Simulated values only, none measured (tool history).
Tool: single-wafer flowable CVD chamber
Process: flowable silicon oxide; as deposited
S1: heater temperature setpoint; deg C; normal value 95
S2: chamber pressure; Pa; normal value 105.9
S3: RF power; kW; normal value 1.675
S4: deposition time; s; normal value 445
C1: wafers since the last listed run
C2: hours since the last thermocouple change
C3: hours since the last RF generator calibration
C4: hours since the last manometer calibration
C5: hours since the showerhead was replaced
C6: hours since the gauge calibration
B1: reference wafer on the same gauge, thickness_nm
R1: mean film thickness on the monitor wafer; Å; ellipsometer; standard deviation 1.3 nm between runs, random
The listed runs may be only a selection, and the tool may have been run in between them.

run    hour   S1     S2     S3   S4    C1      C2      C3     C4      C5      C6       B1       R1
  1       0   95  105.9  1.675  445     0   142.1  1378.8  664.7  5450.5   480.1   297.87  2841.67
  2    79.1   95  105.9  1.675  445   308   221.2  1457.9  743.8  5529.6   559.2  298.042  2826.83
  3   174.4   95  105.9  1.675  445   372   316.5  1553.2  839.1  5624.9   654.5  298.218  2808.84
  4   231.3   95  105.9  1.675  445   222   373.4  1610.1    896  5681.8   711.4  297.633  2795.53
      248.9  -- capacitance manometer re-zeroed and calibrated
  5   316.4   95  105.9  1.675  445   301   458.5  1695.2   67.5  5766.9   796.5   298.03  2793.14
  6   410.4   95  105.9  1.925  504   367   552.5  1789.2  161.5  5860.9   890.5  298.046  3331.59
  7   728.5   95  105.9  1.675  445  1241   870.6  2107.3  479.6    6179  1208.6  298.152  2784.92
  8   820.9   95  105.9  1.675  445   360     963  2199.7    572  6271.4    1301  297.849   2777.5
  9   874.1   95  105.9  1.675  445   207  1016.2  2252.9  625.2  6324.6  1354.2  298.206  2755.76
      944.6  -- RF generator calibrated
     1081.9  -- thermocouple changed; heater temperature recalibrated
 10  1167.1   95  105.9  1.675  394  1081    85.2   222.5  918.2  6617.6  1647.2  298.053  2482.38
 11  1239.4   95  105.9  1.675  394   282   157.5   294.8  990.5  6689.9  1719.5  298.192  2491.22
     1270.7  -- capacitance manometer re-zeroed and calibrated
 12    1328   84  105.9   1.85  445   314   246.1   383.4   57.3  6778.5  1808.1  297.926  4036.75
       1390  -- showerhead replaced
 13    1396  102  105.9    1.9  445   234   314.1   451.4  125.3       6  1876.1  298.087  2367.93
 14  1445.5   95   83.5   1.51  378   193   363.6   500.9  174.8    55.5  1925.6   297.62  1835.49
 15  1506.8  105   94.9    1.5  513   239   424.9   562.2  236.1   116.8  1986.9   297.77   2009.4
 16  1561.1   88  105.9  1.585  495   212   479.2   616.5  290.4   171.1  2041.2  298.212  3790.03
     1681.3  -- gauge calibrated
 17  1697.7  100    130   1.81  473   533   615.8   753.1    427   307.7    16.4  298.144  3165.38
 18  1780.4   95  105.9  1.675  445   322   698.5   835.8  509.7   390.4    99.1  298.185  2751.15
 19    1880   95  105.9   1.87  445   388   798.1   935.4  609.3     490   198.7  298.141  2901.44
 20  1981.8   95  105.9  1.675  445   397   899.9  1037.2  711.1   591.8   300.5  297.883  2774.36
 21  2045.6   95  105.9  1.675  445   249   963.7    1101  774.9   655.6   364.3  297.967  2763.06
 22  2094.7   95   98.8  1.495  372   191  1012.8  1150.1    824   704.7   413.4  298.299  2039.02
     2188.1  -- capacitance manometer re-zeroed and calibrated
 23  2188.6   95   99.1  1.845  477   335  1106.7    1244    0.5   798.6   507.3  297.976  2905.47

4 ways to go on from here, each from the tool as it stands after run 23. What would each give?
  A  2189.1   88  105.9  1.675  445   1  1107.2  1244.5   1  799.1  507.8   ?   ?
  B  2189.1   95  105.9   1.39  445   1  1107.2  1244.5   1  799.1  507.8   ?   ?
  C  2189.1  100  105.9  1.675  472   1  1107.2  1244.5   1  799.1  507.8   ?   ?
  D  2189.1   95  115.6  1.675  375   1  1107.2  1244.5   1  799.1  507.8   ?   ?

run       B1       R1
  A  298.097  3439.46
  B  298.097  2462.05
  C  298.097  2510.39
  D  298.097  2521.71
The same runs, with their run-to-run variation unchanged, on a tool lacking any hidden condition would have given:
run       R1
  A  3510.89
  B  2519.84
  C  2570.01
  D  2580.91
